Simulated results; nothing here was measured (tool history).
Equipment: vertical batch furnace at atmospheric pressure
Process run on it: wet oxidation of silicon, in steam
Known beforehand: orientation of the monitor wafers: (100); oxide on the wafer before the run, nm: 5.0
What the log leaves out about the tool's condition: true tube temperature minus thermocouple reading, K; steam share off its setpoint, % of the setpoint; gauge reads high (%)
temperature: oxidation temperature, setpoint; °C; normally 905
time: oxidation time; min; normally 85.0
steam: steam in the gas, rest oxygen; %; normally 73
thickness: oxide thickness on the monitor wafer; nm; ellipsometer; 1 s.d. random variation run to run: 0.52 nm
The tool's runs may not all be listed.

| run | hour | temperature | time | steam | wafers since the last listed run | hours since the last temperature calibration | hours since the steam generator was serviced | hours since the gauge calibration | read-back reference wafer on the same gauge, thickness | thickness |
|---|---|---|---|---|---|---|---|---|---|---|
| 1 | 0.0 | 905 | 71.0 | 79 | 0 | 1313.6 | 1088.0 | 626.8 | 214.55 | 165.85 |
| 2 | 67.8 | 905 | 85.0 | 70 | 620 | 1381.4 | 1155.8 | 694.6 | 214.96 | 174.23 |
| 3 | 109.9 | 905 | 85.0 | 70 | 385 | 1423.5 | 1197.9 | 736.7 | 214.82 | 174.38 |
| 4 | 158.2 | 905 | 85.0 | 73 | 442 | 1471.8 | 1246.2 | 785.0 | 214.90 | 180.02 |
| 5 | 225.0 | 905 | 85.0 | 73 | 611 | 1538.6 | 1313.0 | 851.8 | 215.10 | 181.40 |
| 6 | 290.4 | 905 | 85.0 | 73 | 598 | 1604.0 | 1378.4 | 917.2 | 215.17 | 181.55 |
| 7 | 394.3 | 905 | 85.0 | 77 | 950 | 1707.9 | 1482.3 | 1021.1 | 215.37 | 190.61 |
| 8 | 489.6 | 905 | 106.0 | 73 | 872 | 1803.2 | 1577.6 | 1116.4 | 215.56 | 219.01 |
| 9 | 586.3 | 926 | 69.5 | 73 | 885 | 1899.9 | 1674.3 | 1213.1 | 215.55 | 195.04 |
|  | 606.3 | gauge calibrated |
| 10 | 658.3 | 925 | 59.0 | 77 | 658 | 1971.9 | 1746.3 | 52.0 | 210.10 | 171.31 |
| 11 | 712.1 | 885 | 85.0 | 78 | 492 | 2025.7 | 1800.1 | 105.8 | 210.91 | 143.12 |
| 12 | 751.3 | 905 | 85.0 | 73 | 358 | 2064.9 | 1839.3 | 145.0 | 211.46 | 177.12 |
|  | 812.1 | steam generator serviced |
| 13 | 812.6 | 905 | 85.0 | 73 | 341 | 2126.2 | 0.5 | 206.3 | 211.95 | 179.28 |
|  | 864.8 | thermocouples replaced and temperature profile calibrated |
| 14 | 870.8 | 884 | 109.0 | 73 | 313 | 6.0 | 58.7 | 264.5 | 212.46 | 166.23 |
| 15 | 965.9 | 905 | 85.0 | 79 | 870 | 101.1 | 153.8 | 359.6 | 213.29 | 193.04 |
| 16 | 1009.2 | 924 | 85.0 | 66 | 396 | 144.4 | 197.1 | 402.9 | 213.72 | 206.22 |
| 17 | 1106.2 | 905 | 85.0 | 73 | 887 | 241.4 | 294.1 | 499.9 | 214.07 | 179.90 |

Measured minus without-hidden-state, run by run (identical run-to-run variation in each term; gauge scatter may differ):
| run | thickness |
|---|---|
| 1 | +3.43 |
| 2 | +3.80 |
| 3 | +3.91 |
| 4 | +4.14 |
| 5 | +4.31 |
| 6 | +4.43 |
| 7 | +4.80 |
| 8 | +5.64 |
| 9 | +5.12 |
| 10 | +0.12 |
| 11 | +0.58 |
| 12 | +1.10 |
| 13 | +1.67 |
| 14 | +1.96 |
| 15 | +2.93 |
| 16 | +3.41 |
| 17 | +3.42 |
